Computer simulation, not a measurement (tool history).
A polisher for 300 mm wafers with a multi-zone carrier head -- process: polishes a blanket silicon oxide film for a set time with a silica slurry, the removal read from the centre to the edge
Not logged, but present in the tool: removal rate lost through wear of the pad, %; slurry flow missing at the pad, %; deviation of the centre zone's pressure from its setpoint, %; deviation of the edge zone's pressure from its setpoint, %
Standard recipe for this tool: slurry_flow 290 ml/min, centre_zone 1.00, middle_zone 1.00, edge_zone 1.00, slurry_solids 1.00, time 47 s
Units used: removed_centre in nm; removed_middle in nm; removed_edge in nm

| run | day | slurry_flow | centre_zone | middle_zone | edge_zone | slurry_solids | time | wafers since the last listed run | wafers polished on this pad | hours since the slurry nozzle was cleaned | hours since the centre zone pressure was calibrated | hours since the edge zone pressure was calibrated | hours since the carrier head's membrane was replaced | incoming thickness of the incoming film, nm | removed_centre | removed_middle | removed_edge |
|---|---|---|---|---|---|---|---|---|---|---|---|---|---|---|---|---|---|
| 1 | 0.000 | 290 | 1.00 | 1.00 | 1.00 | 1.00 | 47 | 0 | 438 | 700.4 | 811.9 | 1328.8 | 1185.1 | 875.2 | 164.3 | 167.5 | 165.3 |
| 2 | 1.000 | 290 | 1.00 | 1.00 | 1.00 | 1.00 | 47 | 357 | 795 | 724.4 | 835.9 | 1352.8 | 1209.1 | 880.0 | 164.4 | 165.3 | 164.2 |
| 3 | 1.525 | 290 | 1.00 | 1.00 | 1.00 | 1.00 | 47 | 187 | 982 | 737.0 | 848.5 | 1365.4 | 1221.7 | 880.2 | 167.1 | 168.7 | 165.3 |
|  | 3.083 | carrier head's membrane replaced by a new one |
| 4 | 3.104 | 290 | 1.00 | 1.00 | 1.00 | 1.00 | 47 | 489 | 1472 | 774.9 | 886.4 | 1403.3 | 0.5 | 887.7 | 164.4 | 166.0 | 163.9 |
|  | 3.462 | edge zone pressure recalibrated |
| 5 | 4.146 | 290 | 1.00 | 1.00 | 1.00 | 1.00 | 47 | 342 | 1814 | 799.9 | 911.4 | 16.4 | 25.5 | 887.0 | 165.2 | 166.4 | 164.0 |
|  | 4.475 | centre zone pressure recalibrated |
|  | 5.142 | worn pad replaced by a new one |
| 6 | 5.162 | 385 | 1.05 | 1.05 | 1.10 | 1.00 | 47 | 273 | 7 | 824.3 | 16.5 | 40.8 | 49.9 | 880.2 | 180.5 | 178.4 | 178.8 |
| 7 | 5.858 | 290 | 1.00 | 1.00 | 1.00 | 1.00 | 47 | 248 | 256 | 841.0 | 33.2 | 57.5 | 66.6 | 870.1 | 166.5 | 166.0 | 166.6 |
| 8 | 7.058 | 290 | 1.00 | 1.00 | 1.00 | 1.00 | 47 | 428 | 684 | 869.8 | 62.0 | 86.3 | 95.4 | 887.4 | 163.3 | 167.4 | 169.3 |
|  | 7.121 | slurry nozzle cleaned |
| 9 | 7.771 | 380 | 1.00 | 0.91 | 0.90 | 1.00 | 56 | 239 | 924 | 15.6 | 79.1 | 103.4 | 112.5 | 887.1 | 196.4 | 180.2 | 185.6 |
| 10 | 9.221 | 290 | 1.00 | 1.00 | 1.00 | 0.75 | 39 | 517 | 1442 | 50.4 | 113.9 | 138.2 | 147.3 | 883.8 | 101.6 | 101.6 | 106.7 |
| 11 | 9.775 | 385 | 1.00 | 1.00 | 0.96 | 1.20 | 47 | 197 | 1640 | 63.7 | 127.2 | 151.5 | 160.6 | 884.2 | 181.8 | 179.8 | 180.5 |
|  | 10.750 | worn pad replaced by a new one |
| 12 | 10.946 | 290 | 1.00 | 1.00 | 1.00 | 1.00 | 62 | 358 | 69 | 91.8 | 155.3 | 179.6 | 188.7 | 876.8 | 205.7 | 208.8 | 210.7 |
| 13 | 12.121 | 290 | 1.00 | 1.00 | 1.00 | 1.00 | 47 | 419 | 489 | 120.0 | 183.5 | 207.8 | 216.9 | 869.6 | 154.2 | 152.8 | 156.9 |
| 14 | 13.100 | 290 | 1.05 | 0.92 | 1.00 | 1.00 | 60 | 349 | 839 | 143.5 | 207.0 | 231.3 | 240.4 | 878.2 | 203.7 | 184.3 | 201.7 |
|  | 13.738 | slurry nozzle cleaned, repeated, since the last time left the tool worse |
| 15 | 14.479 | 290 | 1.00 | 1.00 | 1.00 | 1.30 | 47 | 477 | 1316 | 17.8 | 240.1 | 264.4 | 273.5 | 882.9 | 202.1 | 198.4 | 197.3 |
| 16 | 15.921 | 365 | 1.00 | 1.00 | 1.09 | 1.00 | 47 | 514 | 1831 | 52.4 | 274.7 | 299.0 | 308.1 | 885.8 | 175.4 | 174.4 | 180.5 |
| 17 | 17.150 | 290 | 1.00 | 1.00 | 1.07 | 1.10 | 47 | 438 | 2270 | 81.9 | 304.2 | 328.5 | 337.6 | 882.8 | 180.0 | 181.8 | 185.4 |
|  | 17.458 | worn pad replaced by a new one |
| 18 | 18.071 | 290 | 1.00 | 0.88 | 1.00 | 1.00 | 47 | 269 | 219 | 104.0 | 326.3 | 350.6 | 359.7 | 890.6 | 168.7 | 154.3 | 169.2 |
| 19 | 18.667 | 320 | 0.95 | 1.00 | 0.89 | 1.00 | 62 | 212 | 431 | 118.3 | 340.6 | 364.9 | 374.0 | 895.0 | 213.1 | 222.8 | 212.3 |
| 20 | 19.983 | 290 | 1.00 | 1.00 | 1.00 | 1.00 | 47 | 470 | 901 | 149.9 | 372.2 | 396.5 | 405.6 | 882.8 | 167.9 | 169.6 | 170.1 |

Each row is a separate what-if for the run after 20, all from the same tool condition, not one after another. Results?
| A | 20.000 | 290 | 1.00 | 1.00 | 1.00 | 1.00 | 47 | 5 | 907 | 150.3 | 372.6 | 396.9 | 406.0 | 896.8 | ? | ? | ? |
| B | 20.000 | 290 | 1.00 | 1.00 | 1.00 | 0.85 | 58 | 5 | 907 | 150.3 | 372.6 | 396.9 | 406.0 | 896.8 | ? | ? | ? |
| C | 20.000 | 260 | 1.00 | 1.04 | 1.00 | 1.00 | 47 | 5 | 907 | 150.3 | 372.6 | 396.9 | 406.0 | 896.8 | ? | ? | ? |
| D | 20.000 | 210 | 1.00 | 1.00 | 0.91 | 0.70 | 47 | 5 | 907 | 150.3 | 372.6 | 396.9 | 406.0 | 896.8 | ? | ? | ? |
| E | 20.000 | 355 | 0.95 | 1.00 | 0.95 | 1.00 | 47 | 5 | 907 | 150.3 | 372.6 | 396.9 | 406.0 | 896.8 | ? | ? | ? |

| run | removed_centre | removed_middle | removed_edge |
|---|---|---|---|
| A | 173.2 | 172.8 | 169.3 |
| B | 188.7 | 188.2 | 184.4 |
| C | 170.8 | 176.3 | 167.6 |
| D | 120.0 | 120.3 | 114.0 |
| E | 168.3 | 176.5 | 167.9 |
Stripped of hidden state, with their random variation kept, the same runs would have yielded:
| run | removed_centre | removed_middle | removed_edge |
|---|---|---|---|
| A | 175.7 | 175.0 | 171.0 |
| B | 191.3 | 190.6 | 186.2 |
| C | 173.5 | 178.8 | 169.4 |
| D | 122.3 | 122.4 | 115.4 |
| E | 170.3 | 178.3 | 169.2 |
